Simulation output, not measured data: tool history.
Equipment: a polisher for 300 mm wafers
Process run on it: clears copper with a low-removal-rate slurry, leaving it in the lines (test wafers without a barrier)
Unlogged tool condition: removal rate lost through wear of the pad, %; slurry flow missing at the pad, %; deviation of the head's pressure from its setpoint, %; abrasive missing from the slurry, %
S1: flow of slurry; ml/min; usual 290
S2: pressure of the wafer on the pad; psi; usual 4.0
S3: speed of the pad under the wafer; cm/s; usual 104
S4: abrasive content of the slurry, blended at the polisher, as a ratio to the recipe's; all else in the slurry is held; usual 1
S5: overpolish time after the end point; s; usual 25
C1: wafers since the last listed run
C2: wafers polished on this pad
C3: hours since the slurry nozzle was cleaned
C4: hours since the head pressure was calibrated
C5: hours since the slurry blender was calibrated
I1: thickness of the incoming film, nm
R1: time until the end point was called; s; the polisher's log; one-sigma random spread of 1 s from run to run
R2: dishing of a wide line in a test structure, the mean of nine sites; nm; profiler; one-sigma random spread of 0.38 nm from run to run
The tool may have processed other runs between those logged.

run 1 hour=0.0 | S1=290 S2=4.0 S3=104 S4=1 S5=25 | C1=0 C2=2279 C3=680.8 C4=401.7 C5=133.7 | I1=468.3 | R1=131.6 R2=29.2
run 2 hour=37.5 | S1=290 S2=4.0 S3=104 S4=1 S5=25 | C1=373 C2=2652 C3=718.3 C4=439.2 C5=171.2 | I1=472.5 | R1=133.2 R2=29.8
-- hour=66.6 slurry nozzle cleaned
run 3 hour=93.1 | S1=290 S2=4.0 S3=104 S4=1 S5=25 | C1=543 C2=3195 C3=26.5 C4=494.8 C5=226.8 | I1=467.3 | R1=132.8 R2=29.5
-- hour=124.8 worn pad replaced by a new one
run 4 hour=164.1 | S1=290 S2=4.0 S3=104 S4=1 S5=25 | C1=666 C2=391 C3=97.5 C4=565.8 C5=297.8 | I1=458.0 | R1=120.7 R2=30.4
run 5 hour=198.9 | S1=290 S2=4.0 S3=104 S4=1 S5=25 | C1=346 C2=737 C3=132.3 C4=600.6 C5=332.6 | I1=464.1 | R1=123.2 R2=30.1
run 6 hour=233.1 | S1=290 S2=4.0 S3=104 S4=1 S5=25 | C1=340 C2=1078 C3=166.5 C4=634.8 C5=366.8 | I1=459.2 | R1=126.2 R2=29.7
-- hour=242.4 slurry blender recalibrated
run 7 hour=276.0 | S1=290 S2=4.0 S3=104 S4=1 S5=25 | C1=407 C2=1485 C3=209.4 C4=677.7 C5=33.6 | I1=466.9 | R1=126.9 R2=30.1
run 8 hour=343.2 | S1=290 S2=4.0 S3=104 S4=1 S5=25 | C1=668 C2=2153 C3=276.6 C4=744.9 C5=100.8 | I1=468.0 | R1=131.1 R2=29.2
-- hour=393.7 head pressure recalibrated
run 9 hour=493.7 | S1=290 S2=3.6 S3=104 S4=1 S5=25 | C1=1477 C2=3631 C3=427.1 C4=100.0 C5=251.3 | I1=469.1 | R1=147.4 R2=28.8
-- hour=514.3 worn pad replaced by a new one
run 10 hour=559.8 | S1=255 S2=4.0 S3=104 S4=1 S5=25 | C1=617 C2=452 C3=493.2 C4=166.1 C5=317.4 | I1=457.4 | R1=121.5 R2=29.8
run 11 hour=596.6 | S1=190 S2=4.0 S3=104 S4=1 S5=17 | C1=366 C2=818 C3=530.0 C4=202.9 C5=354.2 | I1=464.9 | R1=126.4 R2=25.2
-- hour=612.8 slurry blender recalibrated
run 12 hour=624.3 | S1=350 S2=4.0 S3=104 S4=1 S5=25 | C1=255 C2=1074 C3=557.7 C4=230.6 C5=11.5 | I1=460.8 | R1=123.9 R2=30.4
run 13 hour=664.3 | S1=290 S2=4.0 S3=104 S4=1 S5=25 | C1=398 C2=1472 C3=597.7 C4=270.6 C5=51.5 | I1=457.7 | R1=124.6 R2=30.3
run 14 hour=695.9 | S1=330 S2=3.4 S3=104 S4=1 S5=19 | C1=314 C2=1786 C3=629.3 C4=302.2 C5=83.1 | I1=466.2 | R1=151.1 R2=24.1
run 15 hour=762.5 | S1=290 S2=4.0 S3=104 S4=1 S5=25 | C1=662 C2=2449 C3=695.9 C4=368.8 C5=149.7 | I1=455.0 | R1=127.8 R2=29.4

What does the tool deliver on the next run?
-- hour=764.9 slurry nozzle cleaned
run 16 hour=789.7 | S1=290 S2=4.0 S3=132 S4=1 S5=33 | C1=260 C2=2710 C3=24.8 C4=396.0 C5=176.9 | I1=461.6 | R1=? R2=?

{"run 16": {"R1": 104.1, "R2": 34.2}}
Had the tool carried no hidden state, the very same run would have given R1 93.8 s, R2 34.7 nm.
